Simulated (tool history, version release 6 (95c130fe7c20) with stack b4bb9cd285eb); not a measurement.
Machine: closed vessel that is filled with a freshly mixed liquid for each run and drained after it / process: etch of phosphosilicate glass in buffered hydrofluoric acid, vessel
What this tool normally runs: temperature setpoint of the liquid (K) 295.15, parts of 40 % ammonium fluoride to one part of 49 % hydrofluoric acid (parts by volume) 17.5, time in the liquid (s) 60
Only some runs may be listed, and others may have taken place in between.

| run | hour | temperature setpoint of the liquid (K) | parts of 40 % ammonium fluoride to one part of 49 % hydrofluoric acid (parts by volume) | time in the liquid (s) | read-back film thickness of the phosphosilicate glass reference wafer, read on the same gauge (nm) | thickness taken off the phosphosilicate glass on a monitor wafer (nm) |
|---|---|---|---|---|---|---|
| 1 | 0 | 295.15 | 17.5 | 60 | 89.99 | 98.56 |
| 2 | 9.3 | 295.15 | 17.5 | 60 | 90.02 | 98.45 |
| 3 | 23.2 | 297.65 | 19.5 | 60 | 90 | 103.48 |
| 4 | 39.9 | 297.65 | 19.5 | 60 | 90.01 | 103.28 |
|  | 44.3 | gauge calibrated |
| 5 | 48.9 | 295.15 | 17.5 | 60 | 89.97 | 97.83 |
| 6 | 66.5 | 295.15 | 17.5 | 60 | 90.03 | 97.88 |
|  | 76.4 | thermometer replaced |
| 7 | 79.6 | 295.15 | 17.5 | 60 | 89.99 | 84.61 |
| 8 | 91.1 | 296.65 | 17.5 | 80 | 90 | 122.42 |
| 9 | 102.9 | 295.15 | 17.5 | 30 | 90.03 | 42.21 |
| 10 | 109.9 | 291.65 | 17.5 | 35 | 89.99 | 40.46 |
|  | 140.3 | hydrofluoric acid flow meter replaced |
|  | 152.8 | gauge calibrated |
| 11 | 161.6 | 292.15 | 22.5 | 70 | 90 | 75.19 |
| 12 | 177.8 | 295.15 | 17.5 | 60 | 89.99 | 93.97 |
| 13 | 190.3 | 295.15 | 17.5 | 60 | 90 | 93.78 |
| 14 | 202.8 | 299.15 | 14 | 60 | 90.02 | 145.3 |

Predict each of these 4 candidate next runs independently; none follows another, all start after run 14:
| A | 203.5 | 295.15 | 13.5 | 60 | ? | ? |
| B | 203.5 | 292.15 | 23.5 | 60 | ? | ? |
| C | 203.5 | 299.15 | 22 | 45 | ? | ? |
| D | 203.5 | 291.15 | 21.5 | 35 | ? | ? |

| run | read-back film thickness of the phosphosilicate glass reference wafer, read on the same gauge (nm) | thickness taken off the phosphosilicate glass on a monitor wafer (nm) |
|---|---|---|
| A | 89.98 | 120.93 |
| B | 89.98 | 62.29 |
| C | 89.98 | 71.98 |
| D | 89.98 | 36.51 |
With no hidden state in the tool, these same runs would have given:
| run | thickness taken off the phosphosilicate glass on a monitor wafer (nm) |
|---|---|
| A | 120.59 |
| B | 61.93 |
| C | 71.61 |
| D | 36.3 |
